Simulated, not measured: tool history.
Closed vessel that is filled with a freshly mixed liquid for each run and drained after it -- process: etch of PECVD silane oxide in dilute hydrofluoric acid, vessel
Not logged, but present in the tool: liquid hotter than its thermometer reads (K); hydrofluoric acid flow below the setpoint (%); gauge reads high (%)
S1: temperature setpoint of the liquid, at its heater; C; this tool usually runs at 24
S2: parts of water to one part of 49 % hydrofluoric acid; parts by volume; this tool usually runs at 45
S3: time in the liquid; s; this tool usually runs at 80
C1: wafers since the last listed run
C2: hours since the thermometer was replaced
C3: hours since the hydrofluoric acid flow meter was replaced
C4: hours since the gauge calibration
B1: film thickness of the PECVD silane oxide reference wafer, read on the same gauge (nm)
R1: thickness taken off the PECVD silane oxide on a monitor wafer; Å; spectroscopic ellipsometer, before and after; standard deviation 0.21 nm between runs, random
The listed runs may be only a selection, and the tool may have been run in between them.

run 1 hour=0 | S1=24 S2=60 S3=80 | C1=0 C2=709.8 C3=1975.3 C4=106.7 | B1=79.99 | R1=385.4
run 2 hour=14.6 | S1=24 S2=60 S3=80 | C1=1749 C2=724.4 C3=1989.9 C4=121.3 | B1=80 | R1=387.3
run 3 hour=26.8 | S1=24 S2=60 S3=80 | C1=1461 C2=736.6 C3=2002.1 C4=133.5 | B1=79.98 | R1=389.6
run 4 hour=36.6 | S1=27 S2=45 S3=80 | C1=1174 C2=746.4 C3=2011.9 C4=143.3 | B1=80.02 | R1=597.2
run 5 hour=54.5 | S1=27 S2=45 S3=80 | C1=2144 C2=764.3 C3=2029.8 C4=161.2 | B1=79.99 | R1=600.6
run 6 hour=63 | S1=27 S2=45 S3=80 | C1=1018 C2=772.8 C3=2038.3 C4=169.7 | B1=79.98 | R1=593.1
run 7 hour=72.2 | S1=24 S2=45 S3=80 | C1=1102 C2=782 C3=2047.5 C4=178.9 | B1=80.01 | R1=529.7
run 8 hour=88.8 | S1=24 S2=45 S3=80 | C1=1988 C2=798.6 C3=2064.1 C4=195.5 | B1=80 | R1=530.4
run 9 hour=103.1 | S1=24 S2=45 S3=80 | C1=1713 C2=812.9 C3=2078.4 C4=209.8 | B1=80 | R1=524.7
run 10 hour=114.2 | S1=21.5 S2=65 S3=100 | C1=1329 C2=824 C3=2089.5 C4=220.9 | B1=80.01 | R1=402
-- hour=120.6 hydrofluoric acid flow meter replaced
run 11 hour=126.2 | S1=21 S2=35 S3=110 | C1=1317 C2=836 C3=5.6 C4=232.9 | B1=79.99 | R1=832.7
-- hour=130.7 thermometer replaced
run 12 hour=142.6 | S1=26.5 S2=60 S3=80 | C1=1845 C2=11.9 C3=22 C4=249.3 | B1=79.99 | R1=431.6
-- hour=147.8 gauge calibrated
run 13 hour=157.2 | S1=19.5 S2=35 S3=65 | C1=1749 C2=26.5 C3=36.6 C4=9.4 | B1=80 | R1=461.6
run 14 hour=169.5 | S1=24 S2=55 S3=80 | C1=1473 C2=38.8 C3=48.9 C4=21.7 | B1=79.99 | R1=425.4
run 15 hour=183.5 | S1=24 S2=45 S3=80 | C1=1677 C2=52.8 C3=62.9 C4=35.7 | B1=80 | R1=524.7
run 16 hour=198 | S1=19 S2=60 S3=65 | C1=1737 C2=67.3 C3=77.4 C4=50.2 | B1=79.99 | R1=254.8

Below are 3 alternative next runs, each starting from the tool's condition after run 16. Predict each:
run A hour=198.7 | S1=21.5 S2=45 S3=80 | C1=83 C2=68 C3=78.1 C4=50.9 | B1=? | R1=?
run B hour=198.7 | S1=24 S2=35 S3=80 | C1=83 C2=68 C3=78.1 C4=50.9 | B1=? | R1=?
run C hour=198.7 | S1=21 S2=25 S3=80 | C1=83 C2=68 C3=78.1 C4=50.9 | B1=? | R1=?

run=A B1=80.02 R1=476.1
run=B B1=80.02 R1=688.6
run=C B1=80.02 R1=860.2
Without the tool's unlogged condition, the same runs would have read:
run=A R1=476.1
run=B R1=688.6
run=C R1=860.2
